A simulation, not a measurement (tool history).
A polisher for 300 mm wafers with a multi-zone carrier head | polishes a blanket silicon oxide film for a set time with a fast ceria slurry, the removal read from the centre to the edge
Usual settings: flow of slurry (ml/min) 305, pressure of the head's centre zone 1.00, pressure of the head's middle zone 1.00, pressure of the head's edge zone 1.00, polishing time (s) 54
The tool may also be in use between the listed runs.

run	day	flow of slurry (ml/min)	pressure of the head's centre zone	pressure of the head's middle zone	pressure of the head's edge zone	polishing time (s)	incoming thickness of the incoming film, nm	film removed at the wafer's centre (nm)	film removed at mid-radius (nm)	film removed at the wafer's edge (nm)
1	0.000	220	1.00	1.00	1.00	54	3717.3	857.7	893.9	897.9
# day 2.046: worn pad replaced by a new one
2	2.254	305	1.00	1.00	1.00	54	3805.1	886.1	931.7	933.1
3	3.521	305	1.00	1.00	1.00	54	3765.8	897.1	935.0	929.9
4	5.483	305	1.07	1.00	1.00	54	3743.2	946.3	932.4	920.8
# day 6.417: centre zone pressure recalibrated
5	7.504	235	1.00	1.00	1.00	54	3729.4	925.8	899.0	901.3
# day 7.804: carrier head's membrane replaced by a new one
# day 8.125: edge zone pressure recalibrated
6	9.554	360	0.90	1.06	1.00	54	3684.0	871.7	1012.0	943.3
7	12.329	265	1.00	0.95	1.00	59	3660.4	1014.1	975.7	1021.4
# day 15.667: worn pad replaced by a new one
# day 17.588: slurry nozzle cleaned
8	18.958	360	1.04	0.93	1.00	67	3762.6	1228.7	1109.9	1168.6
9	20.117	305	1.00	1.07	1.04	54	3691.2	918.4	967.2	946.5
10	22.612	305	1.00	1.00	1.00	69	3733.4	1162.6	1190.3	1186.6
# day 22.950: edge zone pressure recalibrated
11	25.133	350	0.95	1.00	0.95	40	3712.3	650.9	714.7	679.9
12	27.333	305	1.00	1.08	1.00	36	3688.2	598.9	671.1	616.1
13	29.333	305	1.00	1.00	1.00	54	3701.7	890.1	965.3	918.9
14	30.708	220	1.00	1.00	1.00	54	3678.9	844.5	887.8	897.0
# day 31.238: worn pad replaced by a new one
# day 33.046: carrier head's membrane replaced by a new one
15	33.067	305	1.00	1.05	1.00	54	3693.1	876.0	972.0	918.3
16	34.129	305	1.00	0.92	1.04	54	3687.4	877.7	864.4	951.2
17	37.025	215	1.03	1.04	0.88	54	3675.1	858.3	911.2	844.5
# day 38.446: edge zone pressure recalibrated
18	39.079	305	1.00	1.00	0.93	54	3763.5	857.3	943.9	909.7
# day 39.242: centre zone pressure recalibrated
19	41.546	305	1.00	1.00	1.05	54	3751.1	945.6	926.8	940.2
20	42.771	210	1.00	1.00	0.92	54	3712.5	898.9	907.9	860.6
# day 44.421: slurry nozzle cleaned
# day 47.238: worn pad replaced by a new one
21	48.133	305	1.00	1.00	1.00	54	3726.4	927.0	924.4	926.8
22	49.183	305	1.00	1.00	1.00	54	3730.2	925.5	931.1	921.0

4 ways to go on from here, each from the tool as it stands after run 22. What would each give?
A	49.200	305	1.00	1.00	1.00	54	3702.5	?	?	?
B	49.200	250	1.00	1.00	0.95	54	3702.5	?	?	?
C	49.200	260	0.88	1.00	1.00	54	3702.5	?	?	?
D	49.200	405	1.00	1.00	1.00	41	3702.5	?	?	?

run	film removed at the wafer's centre (nm)	film removed at mid-radius (nm)	film removed at the wafer's edge (nm)
A	930.8	944.0	943.9
B	906.9	922.2	904.8
C	801.4	927.4	930.8
D	726.7	735.1	730.7
Without the tool's hidden state the same runs would have given:
run	film removed at the wafer's centre (nm)	film removed at mid-radius (nm)	film removed at the wafer's edge (nm)
A	961.3	943.9	943.9
B	936.6	922.0	904.8
C	828.0	927.3	930.8
D	750.6	735.0	730.7
